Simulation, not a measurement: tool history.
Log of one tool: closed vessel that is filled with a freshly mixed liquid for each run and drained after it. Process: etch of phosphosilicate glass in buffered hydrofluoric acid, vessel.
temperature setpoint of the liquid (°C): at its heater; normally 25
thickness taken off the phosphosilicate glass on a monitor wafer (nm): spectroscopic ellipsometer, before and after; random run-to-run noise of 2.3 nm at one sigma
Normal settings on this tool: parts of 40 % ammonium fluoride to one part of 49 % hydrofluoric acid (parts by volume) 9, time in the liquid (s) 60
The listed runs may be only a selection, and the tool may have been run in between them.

run	hour	temperature setpoint of the liquid (°C)	parts of 40 % ammonium fluoride to one part of 49 % hydrofluoric acid (parts by volume)	time in the liquid (s)	wafers since the last listed run	hours since the thermometer was replaced	hours since the hydrofluoric acid flow meter was replaced	hours since the gauge calibration	read-back film thickness of the phosphosilicate glass reference wafer, read on the same gauge (nm)	thickness taken off the phosphosilicate glass on a monitor wafer (nm)
1	0	25	9	60	0	1460.7	2222.7	433.8	130	610.39
2	14.7	25	9	60	1526	1475.4	2237.4	448.5	130	614.06
# hour 24.3: thermometer replaced
3	24.8	25	9	60	944	0.5	2247.5	458.6	130	595.94
4	32.6	25	9	60	809	8.3	2255.3	466.4	130.01	597.49
5	84.2	25	7.5	60	5356	59.9	2306.9	518	130	729.11
6	95.4	25	7.5	60	1162	71.1	2318.1	529.2	130.01	723.13
7	108.2	25	7.5	60	1328	83.9	2330.9	542	130	718.97
8	124.7	23.5	9	60	1712	100.4	2347.4	558.5	129.99	548.11
# hour 127.1: thermometer replaced, repeated, since the last time left the tool worse
9	132.5	23.5	9	60	705	5.4	2355.2	566.3	129.99	588.86
10	143.1	23.5	9	60	1100	16	2365.8	576.9	130	587.39
11	160.4	22.5	8	90	1796	33.3	2383.1	594.2	130	951.09
# hour 162.2: gauge calibrated
12	175.5	28.5	5.5	80	1567	48.4	2398.2	13.3	129.99	1653.25
13	185.1	21.5	12	30	996	58	2407.8	22.9	130.02	205.08
14	199.9	25	10.5	60	1536	72.8	2422.6	37.7	130	568.73
15	211.3	25	9	60	1183	84.2	2434	49.1	130.01	637.92
16	225.2	28	11.5	75	1443	98.1	2447.9	63	129.99	760.33
17	234.6	28	9	60	975	107.5	2457.3	72.4	130.01	747.29
18	252.2	28.5	7	90	1827	125.1	2474.9	90	130	1520.26
# hour 261.7: hydrofluoric acid flow meter replaced
19	266.4	21	12	60	1370	139.3	4.7	104.2	130.02	397.55
20	272.6	28	12	85	643	145.5	10.9	110.4	130.01	831.6
21	284.3	20.5	10.5	30	1214	157.2	22.6	122.1	130.01	219.63
22	294.8	29	7	75	1090	167.7	33.1	132.6	130.01	1287.6
23	305.8	29.5	6.5	45	1141	178.7	44.1	143.6	129.99	847.55
24	315.9	29	11	60	1048	188.8	54.2	153.7	129.99	670.67
25	331.5	25	9	30	1619	204.4	69.8	169.3	130.01	318.5
26	381.3	28	9	30	5170	254.2	119.6	219.1	129.99	370.53
27	393	22	7	70	1214	265.9	131.3	230.8	129.99	824.1
28	434.3	25	10.5	60	4287	307.2	172.6	272.1	130	560.22

Forecast run 29:
29	452.2	25	9	60	1858	325.1	190.5	290	?	?

read-back film thickness of the phosphosilicate glass reference wafer, read on the same gauge (nm): 129.99
thickness taken off the phosphosilicate glass on a monitor wafer (nm): 631.74
Minus the tool's unlogged condition, the same run would have read thickness taken off the phosphosilicate glass on a monitor wafer (nm) 639.67.

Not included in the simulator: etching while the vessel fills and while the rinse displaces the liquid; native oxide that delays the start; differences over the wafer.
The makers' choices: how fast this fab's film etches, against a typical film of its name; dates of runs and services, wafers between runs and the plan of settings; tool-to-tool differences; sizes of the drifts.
